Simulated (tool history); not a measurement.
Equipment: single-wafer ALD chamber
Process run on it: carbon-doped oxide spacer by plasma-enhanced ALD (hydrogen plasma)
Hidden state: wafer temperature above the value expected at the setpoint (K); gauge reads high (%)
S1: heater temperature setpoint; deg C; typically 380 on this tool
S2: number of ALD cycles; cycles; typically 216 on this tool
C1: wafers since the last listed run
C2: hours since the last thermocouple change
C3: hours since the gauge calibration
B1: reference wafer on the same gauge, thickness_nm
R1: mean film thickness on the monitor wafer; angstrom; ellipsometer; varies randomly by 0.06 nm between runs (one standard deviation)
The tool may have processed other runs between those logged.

run     day   S1   S2   C1      C2      C3      B1      R1
  1   0.000  380  216    0   243.9   523.5  11.822  115.70
  2   2.733  380  216  110   309.5   589.1  11.825  115.30
  3   6.067  380  216  134   389.5   669.1  11.802  114.69
  4   8.917  384  216  115   457.9   737.5  11.803  114.88
  5  11.775  384  216  115   526.5   806.1  11.804  114.96
  6  15.612  380  216  155   618.6   898.2  11.811  114.28
  7  19.033  380  216  138   700.7   980.3  11.790  114.77
  8  22.454  380  216  138   782.8  1062.4  11.808  114.99
  9  25.862  380  216  137   864.6  1144.2  11.806  114.72
 10  28.908  375  247  123   937.7  1217.3  11.819  131.12
 11  31.842  380  216  118  1008.1  1287.7  11.821  115.04
     33.467  -- thermocouple changed; heater temperature recalibrated
 12  34.062  385  216   76    14.3  1341.0  11.810  114.85
 13  37.338  373  201  132    92.9  1419.6  11.799  106.82
 14  40.400  393  257  123   166.4  1493.1  11.800  136.48
     41.921  -- gauge calibrated
 15  43.208  374  232  113   233.8    30.9  11.781  123.90
 16  46.021  385  190  113   301.3    98.4  11.803  101.39
 17  48.433  393  202   97   359.2   156.3  11.812  107.50
 18  51.104  380  216  107   423.3   220.4  11.811  115.07
 19  55.546  380  216  179   529.9   327.0  11.784  115.32
 20  58.208  391  249  107   593.8   390.9  11.799  132.43
 21  60.100  380  216   76   639.2   436.3  11.793  116.00
 22  64.025  393  250  158   733.4   530.5  11.816  132.41
 23  67.779  387  246  151   823.5   620.6  11.822  131.96

What if the next run were any one of these 4? Each begins from the tool's condition after run 23:
  A  67.808  380  202   1  824.2  621.3   ?   ?
  B  67.808  365  216   1  824.2  621.3   ?   ?
  C  67.808  380  256   1  824.2  621.3   ?   ?
  D  67.808  390  227   1  824.2  621.3   ?   ?

run      B1      R1
  A  11.794  108.27
  B  11.794  115.78
  C  11.794  137.22
  D  11.794  121.67
With the hidden condition removed and each run's random variation left untouched, the same runs would have given:
run      R1
  A  108.27
  B  115.78
  C  137.22
  D  121.67
